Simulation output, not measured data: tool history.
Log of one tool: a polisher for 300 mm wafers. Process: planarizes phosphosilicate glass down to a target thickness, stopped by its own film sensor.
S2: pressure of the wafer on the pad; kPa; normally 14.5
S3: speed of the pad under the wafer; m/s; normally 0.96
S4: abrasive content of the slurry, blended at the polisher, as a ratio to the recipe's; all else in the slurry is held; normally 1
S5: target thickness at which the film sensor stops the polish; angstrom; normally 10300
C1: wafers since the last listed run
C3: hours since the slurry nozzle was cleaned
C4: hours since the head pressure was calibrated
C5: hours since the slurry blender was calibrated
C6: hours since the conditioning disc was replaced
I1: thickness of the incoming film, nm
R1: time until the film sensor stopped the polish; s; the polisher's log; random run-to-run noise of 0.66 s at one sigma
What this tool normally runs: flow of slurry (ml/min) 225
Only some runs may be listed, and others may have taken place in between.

Run 1, hour 0: usual settings; C1 0; wafers polished on this pad 290; C3 157.3; C4 104.7; C5 257.7; C6 201.7; I1 1359.9. Result: R1 68.7 s.
Run 2, hour 13.5: usual settings; C1 132; wafers polished on this pad 422; C3 170.8; C4 118.2; C5 271.2; C6 215.2; I1 1376.9. Result: R1 73.1 s.
Run 3, hour 27.7: usual settings; C1 139; wafers polished on this pad 561; C3 185; C4 132.4; C5 285.4; C6 229.4; I1 1372.5. Result: R1 72.3 s.
Run 4, hour 39.8: usual settings; C1 118; wafers polished on this pad 680; C3 197.1; C4 144.5; C5 297.5; C6 241.5; I1 1372.6. Result: R1 72.4 s.
Run 5, hour 48.1: usual settings; C1 81; wafers polished on this pad 761; C3 205.4; C4 152.8; C5 305.8; C6 249.8; I1 1377.9. Result: R1 72.1 s.
Run 6, hour 55.2: usual settings but flow of slurry (ml/min) 250; C1 69; wafers polished on this pad 831; C3 212.5; C4 159.9; C5 312.9; C6 256.9; I1 1355.6. Result: R1 67 s.
Run 7, hour 68.2: usual settings but flow of slurry (ml/min) 250; C1 127; wafers polished on this pad 958; C3 225.5; C4 172.9; C5 325.9; C6 269.9; I1 1380.6. Result: R1 73.6 s.
At hour 72.6: worn pad replaced by a new one.
Run 8, hour 83.7: usual settings but flow of slurry (ml/min) 250; C1 112; wafers polished on this pad 109; C3 241; C4 188.4; C5 341.4; C6 285.4; I1 1373.3. Result: R1 71.4 s.
Run 9, hour 98.4: usual settings but S5 10760 angstrom; C1 144; wafers polished on this pad 253; C3 255.7; C4 203.1; C5 356.1; C6 300.1; I1 1364.7. Result: R1 62.6 s.
Run 10, hour 111.4: usual settings; C1 127; wafers polished on this pad 380; C3 268.7; C4 216.1; C5 369.1; C6 313.1; I1 1364.1. Result: R1 70.4 s.
Run 11, hour 128.9: usual settings; C1 171; wafers polished on this pad 552; C3 286.2; C4 233.6; C5 386.6; C6 330.6; I1 1348.6. Result: R1 67.2 s.
Run 12, hour 138.7: usual settings but S3 0.84 m/s, S5 9810 angstrom; C1 96; wafers polished on this pad 648; C3 296; C4 243.4; C5 396.4; C6 340.4; I1 1375.8. Result: R1 90.6 s.
Run 13, hour 145.2: usual settings but flow of slurry (ml/min) 290, S3 1.28 m/s, S4 0.85; C1 63; wafers polished on this pad 712; C3 302.5; C4 249.9; C5 402.9; C6 346.9; I1 1347.5. Result: R1 62.1 s.
Run 14, hour 156.6: usual settings; C1 111; wafers polished on this pad 823; C3 313.9; C4 261.3; C5 414.3; C6 358.3; I1 1386.3. Result: R1 76.6 s.
Run 15, hour 172.1: usual settings but S4 0.9, S5 11280 angstrom; C1 151; wafers polished on this pad 975; C3 329.4; C4 276.8; C5 429.8; C6 373.8; I1 1340.7. Result: R1 49.4 s.
At hour 178.1: head pressure recalibrated.
At hour 183.4: conditioning disc replaced and pad reconditioned.
Run 16, hour 185.2: usual settings but S4 0.75; C1 89; wafers polished on this pad 1065; C3 342.5; C4 7.1; C5 442.9; C6 1.8; I1 1350.7. Result: R1 78.9 s.
At hour 190.1: slurry blender recalibrated.
Run 17, hour 196.2: usual settings but S3 1.22 m/s, S4 0.75, S5 9690 angstrom; C1 88; wafers polished on this pad 1153; C3 353.5; C4 18.1; C5 6.1; C6 12.8; I1 1376.8. Result: R1 86.7 s.
At hour 201.4: worn pad replaced by a new one.
Run 18, hour 202.7: usual settings but S2 11 kPa, S3 1.08 m/s; C1 24; wafers polished on this pad 12; C3 360; C4 24.6; C5 12.6; C6 19.3; I1 1378.7. Result: R1 80.7 s.
Run 19, hour 216.5: usual settings but flow of slurry (ml/min) 205, S3 1.14 m/s; C1 135; wafers polished on this pad 147; C3 373.8; C4 38.4; C5 26.4; C6 33.1; I1 1349. Result: R1 56.5 s.
At hour 232.4: slurry nozzle cleaned.
Run 20, hour 234.1: usual settings but S2 13.1 kPa, S3 0.72 m/s, S4 1.15, S5 11270 angstrom; C1 162; wafers polished on this pad 310; C3 1.7; C4 56; C5 44; C6 50.7; I1 1366.5. Result: R1 58.7 s.
Run 21, hour 266.8: usual settings but S2 18.6 kPa, S5 10830 angstrom; C1 320; wafers polished on this pad 631; C3 34.4; C4 88.7; C5 76.7; C6 83.4; I1 1352.1. Result: R1 42.7 s.
Run 22, hour 274.3: usual settings but S2 11 kPa; C1 73; wafers polished on this pad 704; C3 41.9; C4 96.2; C5 84.2; C6 90.9; I1 1363. Result: R1 85.8 s.
Run 23, hour 285.9: usual settings but S3 0.64 m/s; C1 113; wafers polished on this pad 818; C3 53.5; C4 107.8; C5 95.8; C6 102.5; I1 1351.2. Result: R1 85.4 s.
Run 24, hour 291.9: usual settings but S3 1.22 m/s, S4 0.75; C1 58; wafers polished on this pad 877; C3 59.5; C4 113.8; C5 101.8; C6 108.5; I1 1361.7. Result: R1 74.3 s.
Run 25, hour 308.2: usual settings but S5 10790 angstrom; C1 159; wafers polished on this pad 1037; C3 75.8; C4 130.1; C5 118.1; C6 124.8; I1 1345.1. Result: R1 54.8 s.
At hour 320.9: worn pad replaced by a new one.
Run 26, hour 324.1: usual settings but S3 1.08 m/s, S4 0.85, S5 9990 angstrom; C1 116; wafers polished on this pad 31; C3 91.7; C4 146; C5 134; C6 140.7; I1 1356.3. Result: R1 76.7 s.

Alternative continuations, all from the tool just after run 26; predict every row:
Run A, hour 324.5: usual settings; C1 3; wafers polished on this pad 35; C3 92.1; C4 146.4; C5 134.4; C6 141.1; I1 1372.8. Result: R1 ?.
Run B, hour 324.5: usual settings but S2 17.9 kPa, S4 0.9; C1 3; wafers polished on this pad 35; C3 92.1; C4 146.4; C5 134.4; C6 141.1; I1 1372.8. Result: R1 ?.
Run C, hour 324.5: usual settings but flow of slurry (ml/min) 195, S2 13.1 kPa, S3 1.28 m/s, S5 10010 angstrom; C1 3; wafers polished on this pad 35; C3 92.1; C4 146.4; C5 134.4; C6 141.1; I1 1372.8. Result: R1 ?.
Run D, hour 324.5: usual settings but S3 0.82 m/s, S5 11350 angstrom; C1 3; wafers polished on this pad 35; C3 92.1; C4 146.4; C5 134.4; C6 141.1; I1 1372.8. Result: R1 ?.

run    R1
  A  68.4
  B    61
  C  68.4
  D  52.7
What these runs would have given with no unlogged condition in the tool:
run    R1
  A  64.5
  B  56.6
  C  63.7
  D  50.3
